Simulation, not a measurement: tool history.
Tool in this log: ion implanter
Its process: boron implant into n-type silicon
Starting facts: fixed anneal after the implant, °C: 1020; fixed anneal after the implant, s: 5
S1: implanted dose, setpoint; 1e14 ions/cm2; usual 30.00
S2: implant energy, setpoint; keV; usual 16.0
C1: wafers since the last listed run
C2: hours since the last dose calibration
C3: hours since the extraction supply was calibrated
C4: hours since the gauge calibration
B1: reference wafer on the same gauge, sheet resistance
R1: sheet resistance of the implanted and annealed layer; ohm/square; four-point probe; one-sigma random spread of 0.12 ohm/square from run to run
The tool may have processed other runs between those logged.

| run | hour | S1 | S2 | C1 | C2 | C3 | C4 | B1 | R1 |
|---|---|---|---|---|---|---|---|---|---|
| 1 | 0.0 | 27.44 | 13.5 | 0 | 1609.7 | 3496.4 | 182.1 | 87.88 | 87.12 |
| 2 | 50.3 | 27.44 | 13.5 | 1394 | 1660.0 | 3546.7 | 232.4 | 87.95 | 86.71 |
| 3 | 82.2 | 30.00 | 16.0 | 884 | 1691.9 | 3578.6 | 264.3 | 87.89 | 77.81 |
| 4 | 111.4 | 30.00 | 16.0 | 809 | 1721.1 | 3607.8 | 293.5 | 87.88 | 77.75 |
| 5 | 202.1 | 30.00 | 16.0 | 2514 | 1811.8 | 3698.5 | 384.2 | 87.90 | 77.91 |
|  | 218.7 | gauge calibrated |
| 6 | 229.2 | 30.00 | 16.0 | 751 | 1838.9 | 3725.6 | 10.5 | 87.90 | 77.83 |
|  | 240.5 | extraction supply calibrated |
| 7 | 300.4 | 30.00 | 16.0 | 1752 | 1910.1 | 59.9 | 81.7 | 87.96 | 77.75 |
| 8 | 364.8 | 38.72 | 11.5 | 1785 | 1974.5 | 124.3 | 146.1 | 87.90 | 91.30 |
| 9 | 397.3 | 30.00 | 18.0 | 901 | 2007.0 | 156.8 | 178.6 | 87.86 | 73.04 |
| 10 | 429.7 | 27.70 | 21.0 | 898 | 2039.4 | 189.2 | 211.0 | 87.90 | 70.10 |
| 11 | 457.4 | 30.00 | 16.0 | 767 | 2067.1 | 216.9 | 238.7 | 87.92 | 77.73 |
|  | 491.7 | Faraday cup replaced and dose calibrated |
| 12 | 528.4 | 30.00 | 16.0 | 1746 | 36.7 | 287.9 | 309.7 | 87.90 | 77.83 |
| 13 | 578.8 | 24.17 | 17.5 | 1397 | 87.1 | 338.3 | 360.1 | 87.89 | 79.08 |
| 14 | 616.5 | 30.00 | 16.0 | 1045 | 124.8 | 376.0 | 397.8 | 87.92 | 77.96 |

3 ways to go on from here, each from the tool as it stands after run 14. What would each give?
| A | 616.9 | 24.43 | 16.0 | 11 | 125.2 | 376.4 | 398.2 | ? | ? |
| B | 616.9 | 34.49 | 10.5 | 11 | 125.2 | 376.4 | 398.2 | ? | ? |
| C | 616.9 | 26.13 | 12.0 | 11 | 125.2 | 376.4 | 398.2 | ? | ? |

| run | B1 | R1 |
|---|---|---|
| A | 87.93 | 81.88 |
| B | 87.93 | 97.93 |
| C | 87.93 | 93.81 |
The same runs, with their run-to-run variation unchanged, on a tool lacking any hidden condition would have given:
| run | R1 |
|---|---|
| A | 81.88 |
| B | 97.93 |
| C | 93.81 |
